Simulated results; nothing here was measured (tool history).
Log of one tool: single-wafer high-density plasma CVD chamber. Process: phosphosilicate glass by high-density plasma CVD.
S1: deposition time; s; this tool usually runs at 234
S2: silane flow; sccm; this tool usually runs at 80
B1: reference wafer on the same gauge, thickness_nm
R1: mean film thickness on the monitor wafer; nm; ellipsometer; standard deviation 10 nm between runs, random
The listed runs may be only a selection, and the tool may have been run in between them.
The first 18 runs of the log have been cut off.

run 19 hour=1035.6 | S1=234 S2=80 | B1=2109.432 | R1=1826.64
-- hour=1050.3 silane flow controller replaced
run 20 hour=1066.2 | S1=234 S2=80 | B1=2110.295 | R1=1925.567
run 21 hour=1132.2 | S1=234 S2=80 | B1=2111.15 | R1=1895.456
run 22 hour=1157.9 | S1=210 S2=72 | B1=2105.752 | R1=1568.75
run 23 hour=1187.5 | S1=234 S2=75 | B1=2107.277 | R1=1827.595
run 24 hour=1212.8 | S1=196 S2=73 | B1=2111.542 | R1=1465.228
run 25 hour=1246.9 | S1=211 S2=95 | B1=2106.086 | R1=2020.681
run 26 hour=1310.7 | S1=189 S2=80 | B1=2110.202 | R1=1544.412
run 27 hour=1381.1 | S1=234 S2=80 | B1=2111.661 | R1=1902.587
run 28 hour=1410 | S1=234 S2=66 | B1=2109.04 | R1=1608.062
run 29 hour=1435.9 | S1=234 S2=80 | B1=2110.65 | R1=1904.497
run 30 hour=1472.9 | S1=268 S2=93 | B1=2110.262 | R1=2461.157
run 31 hour=1537.8 | S1=206 S2=90 | B1=2108.329 | R1=1852.599
-- hour=1546.6 gauge calibrated
run 32 hour=1606.2 | S1=277 S2=67 | B1=2110.626 | R1=1910.373
run 33 hour=1646.5 | S1=213 S2=70 | B1=2104.81 | R1=1538.42
run 34 hour=1693.7 | S1=215 S2=74 | B1=2108.388 | R1=1615.034
run 35 hour=1748.9 | S1=234 S2=73 | B1=2108.879 | R1=1741.29
run 36 hour=1775.1 | S1=278 S2=80 | B1=2110.025 | R1=2264.445
run 37 hour=1819.6 | S1=234 S2=80 | B1=2104.6 | R1=1867.574
run 38 hour=1852.9 | S1=196 S2=80 | B1=2109.984 | R1=1582.258
run 39 hour=1886.3 | S1=199 S2=80 | B1=2108.47 | R1=1614.273
run 40 hour=2006.8 | S1=234 S2=80 | B1=2109.329 | R1=1881.585

3 options for the next run, each taken on its own from the tool as it stands now. Forecast them:
run A hour=2007.3 | S1=234 S2=80 | B1=? | R1=?
run B hour=2007.3 | S1=277 S2=80 | B1=? | R1=?
run C hour=2007.3 | S1=221 S2=85 | B1=? | R1=?

run=A B1=2110.879 R1=1880.235
run=B B1=2110.879 R1=2225.749
run=C B1=2110.879 R1=1873.274
Had the tool no hidden state, the same runs would have come out as:
run=A R1=1907.442
run=B R1=2257.955
run=C R1=1900.38

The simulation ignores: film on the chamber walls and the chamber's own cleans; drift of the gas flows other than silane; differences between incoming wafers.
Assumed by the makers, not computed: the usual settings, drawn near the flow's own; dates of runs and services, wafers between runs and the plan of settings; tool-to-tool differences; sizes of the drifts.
